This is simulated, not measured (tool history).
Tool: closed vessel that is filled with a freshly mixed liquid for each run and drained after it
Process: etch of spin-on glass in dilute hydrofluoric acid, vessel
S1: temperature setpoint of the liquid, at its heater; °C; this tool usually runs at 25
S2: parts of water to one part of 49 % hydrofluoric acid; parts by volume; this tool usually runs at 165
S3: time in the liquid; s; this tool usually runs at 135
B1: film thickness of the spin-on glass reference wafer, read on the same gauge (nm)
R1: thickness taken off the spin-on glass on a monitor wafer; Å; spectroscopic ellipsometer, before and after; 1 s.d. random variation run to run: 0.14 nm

Run 1, day 0: usual settings; B1 40.01. Result: R1 388.6 Å.
At day 0.779: gauge calibrated.
Run 2, day 1.05: usual settings; B1 39.98. Result: R1 388.4 Å.
Run 3, day 1.808: usual settings; B1 39.97. Result: R1 388 Å.
Run 4, day 2.775: usual settings; B1 39.99. Result: R1 385.1 Å.
Run 5, day 3.767: usual settings; B1 39.97. Result: R1 388.4 Å.
Run 6, day 4.421: usual settings; B1 39.98. Result: R1 384.8 Å.
Run 7, day 5.088: usual settings but S1 21 °C; B1 39.99. Result: R1 332.7 Å.
Run 8, day 5.621: usual settings but S1 29.5 °C, S2 100 parts by volume; B1 40.02. Result: R1 817.8 Å.
Run 9, day 6.325: usual settings but S2 120 parts by volume; B1 39.98. Result: R1 556.8 Å.
At day 6.758: gauge calibrated.
Run 10, day 7.712: usual settings; B1 39.98. Result: R1 388.3 Å.
At day 8.142: hydrofluoric acid flow meter replaced.
At day 8.592: thermometer replaced.
Run 11, day 8.879: usual settings but S2 135 parts by volume, S3 80 s; B1 40.03. Result: R1 289.6 Å.
Run 12, day 9.812: usual settings but S1 23.5 °C, S3 110 s; B1 40.01. Result: R1 298.9 Å.
Run 13, day 10.975: usual settings but S3 55 s; B1 40.03. Result: R1 157.3 Å.
Run 14, day 11.538: usual settings but S1 22 °C; B1 40. Result: R1 342.6 Å.
At day 12.05: gauge calibrated.
Run 15, day 12.183: usual settings but S1 30 °C, S2 240 parts by volume; B1 39.95. Result: R1 292.8 Å.

State the hidden condition of the tool at each of the runs:
liquid colder than its thermometer reads (K): 0 at every run
hydrofluoric acid flow below the setpoint (%): 0 at every run
gauge reads high (%): 0 at every run
